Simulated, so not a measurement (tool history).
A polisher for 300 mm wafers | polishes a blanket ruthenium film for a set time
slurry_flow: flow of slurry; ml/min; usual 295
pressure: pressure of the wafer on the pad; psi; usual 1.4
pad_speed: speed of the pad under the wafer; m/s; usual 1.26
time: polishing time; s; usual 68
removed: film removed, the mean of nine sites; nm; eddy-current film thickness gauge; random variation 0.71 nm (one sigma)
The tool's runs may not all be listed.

run    hour  slurry_flow  pressure  pad_speed  time  wafers since the last listed run  wafers polished on this pad  hours since the slurry nozzle was cleaned  hours since the head pressure was calibrated  incoming thickness of the incoming film, nm  removed
  1       0          295       1.4       1.26    68                                 0                         1369                                       28.3                                         757.7                                        465.3     49.2
  2    82.2          295       1.4       1.26    68                               887                         2257                                      110.5                                         839.9                                        469.2     49.2
  3   166.4          295       1.4       1.26    68                               909                         3167                                      194.7                                         924.1                                        472.6     48.3
      229.4  -- worn pad replaced by a new one
  4   251.6          295       1.4       1.26    68                               877                          239                                      279.9                                        1009.3                                        472.4     54.4
  5   351.4          295       1.4       1.26    68                              1077                         1317                                      379.7                                        1109.1                                        476.2     51.6
      378.4  -- head pressure recalibrated
      392.6  -- slurry nozzle cleaned
  6   443.3          295       1.4       0.92    85                               960                         2277                                       50.7                                          64.9                                        476.5     46.5
  7   520.4          295       1.4       1.26    68                               832                         3110                                      127.8                                           142                                        461.7       50
      563.7  -- worn pad replaced by a new one
  8   616.8          295       1.4       1.26    68                               997                          573                                      224.2                                         238.4                                        467.7     52.9
  9   680.7          295       1.4       1.26    68                               690                         1263                                      288.1                                         302.3                                        472.7     50.9
 10     749          295       1.3       1.26    68                               737                         2001                                      356.4                                         370.6                                        476.4     46.3
      879.1  -- worn pad replaced by a new one
      883.9  -- slurry nozzle cleaned
 11   909.2          295       1.3       1.26    68                              1676                          314                                       25.3                                         530.8                                        460.5       50
 12     976          295       1.4       1.26    68                               721                         1036                                       92.1                                         597.6                                        475.1     51.2
 13  1016.6          295       1.4       1.26    55                               438                         1474                                      132.7                                         638.2                                          470     41.6
 14  1068.8          400       1.2       1.26    68                               563                         2038                                      184.9                                         690.4                                        467.7     44.2
 15  1117.9          240       1.4       1.12    46                               530                         2568                                        234                                         739.5                                        473.2     28.8
 16  1221.1          295       1.4       1.26    68                              1114                         3683                                      337.2                                         842.7                                          466     49.6
     1250.5  -- worn pad replaced by a new one
 17  1275.7          215       1.4       1.52    68                               546                          272                                      391.8                                         897.3                                        472.8     64.5
 18  1312.8          365       1.4       1.06    91                               400                          673                                      428.9                                         934.4                                          472       61
 19  1379.4          295       1.4       1.26    68                               719                         1392                                      495.5                                          1001                                        461.6     50.8
     1402.4  -- slurry nozzle cleaned
     1404.5  -- head pressure recalibrated
 20    1458          335       1.4       1.46    89                               816                         2208                                       55.6                                          53.5                                        471.2     78.4
 21  1513.1          360       1.1       1.64    60                               595                         2804                                      110.7                                         108.6                                        463.3     46.2
 22  1570.4          330       1.8       1.54    90                               618                         3422                                        168                                         165.9                                        476.3    102.4

The next listed run, before its measurement:
     1609.9  -- worn pad replaced by a new one
 23  1667.1          390       1.7        1.6    49                              1001                          617                                      264.7                                         262.6                                        470.1        ?

Run 23 gave removed 59.8 nm.
Without the tool's hidden state the same run would have given removed 64.4 nm.

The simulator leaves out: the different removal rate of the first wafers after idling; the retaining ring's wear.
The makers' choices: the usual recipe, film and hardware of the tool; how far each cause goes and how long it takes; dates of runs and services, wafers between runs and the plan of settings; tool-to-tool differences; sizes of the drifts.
